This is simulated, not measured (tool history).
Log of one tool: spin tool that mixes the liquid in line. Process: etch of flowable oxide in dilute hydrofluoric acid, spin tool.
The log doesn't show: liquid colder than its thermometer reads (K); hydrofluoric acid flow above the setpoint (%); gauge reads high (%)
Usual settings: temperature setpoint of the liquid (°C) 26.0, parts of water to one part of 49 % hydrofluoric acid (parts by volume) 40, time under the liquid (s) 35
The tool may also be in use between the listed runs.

run   hour  temperature setpoint of the liquid (°C)  parts of water to one part of 49 % hydrofluoric acid (parts by volume)  time under the liquid (s)  wafers since the last listed run  hours since the thermometer was replaced  hours since the hydrofluoric acid flow meter was replaced  hours since the gauge calibration  read-back film thickness of the flowable oxide reference wafer, read on the same gauge (nm)  thickness taken off the flowable oxide on a monitor wafer (Å)
  1    0.0                                     26.0                                                                      40                         35                                 0                                    2010.2                                                     1409.4                               77.3                                                                                       140.04                                                          369.5
  2    7.0                                     26.0                                                                      40                         35                               104                                    2017.2                                                     1416.4                               84.3                                                                                       140.02                                                          370.4
  3   19.4                                     26.0                                                                      40                         35                               185                                    2029.6                                                     1428.8                               96.7                                                                                       139.99                                                          370.1
  4   36.9                                     26.0                                                                      50                         35                               262                                    2047.1                                                     1446.3                              114.2                                                                                       140.04                                                          292.1
  5   53.0                                     26.0                                                                      40                         35                               241                                    2063.2                                                     1462.4                              130.3                                                                                       139.99                                                          369.7
  6   67.8                                     26.0                                                                      40                         35                               221                                    2078.0                                                     1477.2                              145.1                                                                                       139.96                                                          370.4
  7   85.2                                     26.0                                                                      40                         35                               260                                    2095.4                                                     1494.6                              162.5                                                                                       140.01                                                          368.8
      93.8  -- thermometer replaced
  8  103.0                                     23.5                                                                      20                         45                               251                                       9.2                                                     1512.4                              180.3                                                                                       139.97                                                          948.6
     105.4  -- hydrofluoric acid flow meter replaced
  9  111.8                                     26.0                                                                      40                         25                               116                                      18.0                                                        6.4                              189.1                                                                                       139.94                                                          249.8
     113.8  -- gauge calibrated
 10  125.7                                     26.0                                                                      40                         35                               208                                      31.9                                                       20.3                               11.9                                                                                       140.00                                                          348.8
 11  141.3                                     26.0                                                                      60                         20                               233                                      47.5                                                       35.9                               27.5                                                                                       139.99                                                          130.3
 12  151.0                                     26.0                                                                      40                         35                               145                                      57.2                                                       45.6                               37.2                                                                                       139.99                                                          350.8
 13  160.6                                     23.0                                                                      35                         35                               143                                      66.8                                                       55.2                               46.8                                                                                       139.99                                                          355.7
 14  174.8                                     24.0                                                                      20                         35                               212                                      81.0                                                       69.4                               61.0                                                                                       140.03                                                          665.5

What the log doesn't show, run by run:
gauge reads high (%): 0 in every run
H1: liquid colder than its thermometer reads (K)
H2: hydrofluoric acid flow above the setpoint (%)
run     H1     H2
  1   2.36   13.4
  2   2.36   13.4
  3   2.38   13.5
  4    2.4   13.7
  5   2.41   13.8
  6   2.43   13.9
  7   2.45   14.1
  8  0.537   14.2
  9  0.547  0.369
 10  0.562  0.488
 11  0.578  0.622
 12  0.589  0.705
 13  0.599  0.787
 14  0.614  0.908

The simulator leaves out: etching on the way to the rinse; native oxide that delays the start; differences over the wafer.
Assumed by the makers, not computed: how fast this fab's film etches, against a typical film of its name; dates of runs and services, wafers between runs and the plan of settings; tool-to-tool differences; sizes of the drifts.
